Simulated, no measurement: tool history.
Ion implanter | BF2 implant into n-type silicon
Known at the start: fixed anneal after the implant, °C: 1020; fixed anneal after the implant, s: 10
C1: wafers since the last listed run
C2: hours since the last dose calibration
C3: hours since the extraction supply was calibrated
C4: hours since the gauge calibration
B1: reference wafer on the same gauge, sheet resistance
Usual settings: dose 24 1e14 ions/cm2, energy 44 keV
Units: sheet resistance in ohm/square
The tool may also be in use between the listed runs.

run 1 day=0 | dose=24 energy=44 | C1=0 C2=619.9 C3=4458.1 C4=75.8 | B1=124.93 | sheet_resistance=110.92
run 2 day=0.675 | dose=24 energy=51 | C1=253 C2=636.1 C3=4474.3 C4=92 | B1=124.82 | sheet_resistance=101.64
run 3 day=0.938 | dose=24 energy=51 | C1=98 C2=642.4 C3=4480.6 C4=98.3 | B1=124.9 | sheet_resistance=101.54
run 4 day=1.675 | dose=27.58 energy=44 | C1=277 C2=660.1 C3=4498.3 C4=116 | B1=124.85 | sheet_resistance=109.52
run 5 day=2.238 | dose=24 energy=44 | C1=211 C2=673.6 C3=4511.8 C4=129.5 | B1=124.66 | sheet_resistance=110.61
run 6 day=2.821 | dose=24 energy=44 | C1=219 C2=687.6 C3=4525.8 C4=143.5 | B1=124.58 | sheet_resistance=110.79
run 7 day=3.275 | dose=22.45 energy=49 | C1=170 C2=698.5 C3=4536.7 C4=154.4 | B1=124.65 | sheet_resistance=104.5
run 8 day=3.533 | dose=22.45 energy=49 | C1=97 C2=704.7 C3=4542.9 C4=160.6 | B1=124.69 | sheet_resistance=104.62
run 9 day=4.55 | dose=22.45 energy=49 | C1=382 C2=729.1 C3=4567.3 C4=185 | B1=124.53 | sheet_resistance=104.5
run 10 day=5.212 | dose=24 energy=44 | C1=249 C2=745 C3=4583.2 C4=200.9 | B1=124.59 | sheet_resistance=110.06
run 11 day=5.896 | dose=24 energy=44 | C1=256 C2=761.4 C3=4599.6 C4=217.3 | B1=124.46 | sheet_resistance=110.18
run 12 day=6.367 | dose=24 energy=44 | C1=176 C2=772.7 C3=4610.9 C4=228.6 | B1=124.29 | sheet_resistance=110.08
run 13 day=6.675 | dose=24 energy=44 | C1=115 C2=780.1 C3=4618.3 C4=236 | B1=124.36 | sheet_resistance=110.28
run 14 day=7.338 | dose=24 energy=44 | C1=249 C2=796 C3=4634.2 C4=251.9 | B1=124.21 | sheet_resistance=109.86
run 15 day=7.971 | dose=18.53 energy=31 | C1=238 C2=811.2 C3=4649.4 C4=267.1 | B1=124.11 | sheet_resistance=135.6
run 16 day=8.238 | dose=24 energy=49 | C1=100 C2=817.6 C3=4655.8 C4=273.5 | B1=124.12 | sheet_resistance=103.6
run 17 day=8.633 | dose=24 energy=44 | C1=148 C2=827.1 C3=4665.3 C4=283 | B1=123.91 | sheet_resistance=110.13
run 18 day=9.058 | dose=24 energy=39.5 | C1=159 C2=837.3 C3=4675.5 C4=293.2 | B1=123.97 | sheet_resistance=116.83
-- day=9.562 extraction supply calibrated
run 19 day=9.583 | dose=28.45 energy=52 | C1=72 C2=849.9 C3=0.5 C4=305.8 | B1=123.97 | sheet_resistance=98.43
run 20 day=9.917 | dose=18.53 energy=31 | C1=125 C2=857.9 C3=8.5 C4=313.8 | B1=123.8 | sheet_resistance=135.95
-- day=10.046 gauge calibrated
run 21 day=10.592 | dose=24 energy=44 | C1=253 C2=874.1 C3=24.7 C4=13.1 | B1=124.87 | sheet_resistance=110.84
-- day=10.996 Faraday cup replaced and dose calibrated
run 22 day=11.175 | dose=19.24 energy=44 | C1=93 C2=4.3 C3=38.7 C4=27.1 | B1=124.94 | sheet_resistance=113
run 23 day=11.6 | dose=24 energy=44 | C1=159 C2=14.5 C3=48.9 C4=37.3 | B1=124.97 | sheet_resistance=110.82
run 24 day=12.333 | dose=24 energy=44 | C1=275 C2=32.1 C3=66.5 C4=54.9 | B1=124.94 | sheet_resistance=110.98
run 25 day=12.779 | dose=19.62 energy=44 | C1=167 C2=42.8 C3=77.2 C4=65.6 | B1=124.92 | sheet_resistance=112.81
run 26 day=13.112 | dose=17.96 energy=30.5 | C1=125 C2=50.8 C3=85.2 C4=73.6 | B1=124.92 | sheet_resistance=138.16
run 27 day=13.546 | dose=31.19 energy=33 | C1=162 C2=61.2 C3=95.6 C4=84 | B1=124.85 | sheet_resistance=127.98
run 28 day=14.125 | dose=24 energy=33 | C1=217 C2=75.1 C3=109.5 C4=97.9 | B1=124.85 | sheet_resistance=129.57
run 29 day=14.762 | dose=24 energy=44 | C1=239 C2=90.4 C3=124.8 C4=113.2 | B1=124.79 | sheet_resistance=110.35

Forecast each of these 5 alternatives for the next run:
run A day=14.779 | dose=29.53 energy=44 | C1=6 C2=90.8 C3=125.2 C4=113.6 | B1=? | sheet_resistance=?
run B day=14.779 | dose=18.73 energy=54.5 | C1=6 C2=90.8 C3=125.2 C4=113.6 | B1=? | sheet_resistance=?
run C day=14.779 | dose=26.71 energy=51 | C1=6 C2=90.8 C3=125.2 C4=113.6 | B1=? | sheet_resistance=?
run D day=14.779 | dose=19.36 energy=44 | C1=6 C2=90.8 C3=125.2 C4=113.6 | B1=? | sheet_resistance=?
run E day=14.779 | dose=17.69 energy=48 | C1=6 C2=90.8 C3=125.2 C4=113.6 | B1=? | sheet_resistance=?

run=A B1=124.8 sheet_resistance=109.01
run=B B1=124.8 sheet_resistance=101.66
run=C B1=124.8 sheet_resistance=100.52
run=D B1=124.8 sheet_resistance=112.72
run=E B1=124.8 sheet_resistance=109.42
Without the tool's hidden state the same runs would have given:
run=A sheet_resistance=109.21
run=B sheet_resistance=101.84
run=C sheet_resistance=100.7
run=D sheet_resistance=112.92
run=E sheet_resistance=109.62

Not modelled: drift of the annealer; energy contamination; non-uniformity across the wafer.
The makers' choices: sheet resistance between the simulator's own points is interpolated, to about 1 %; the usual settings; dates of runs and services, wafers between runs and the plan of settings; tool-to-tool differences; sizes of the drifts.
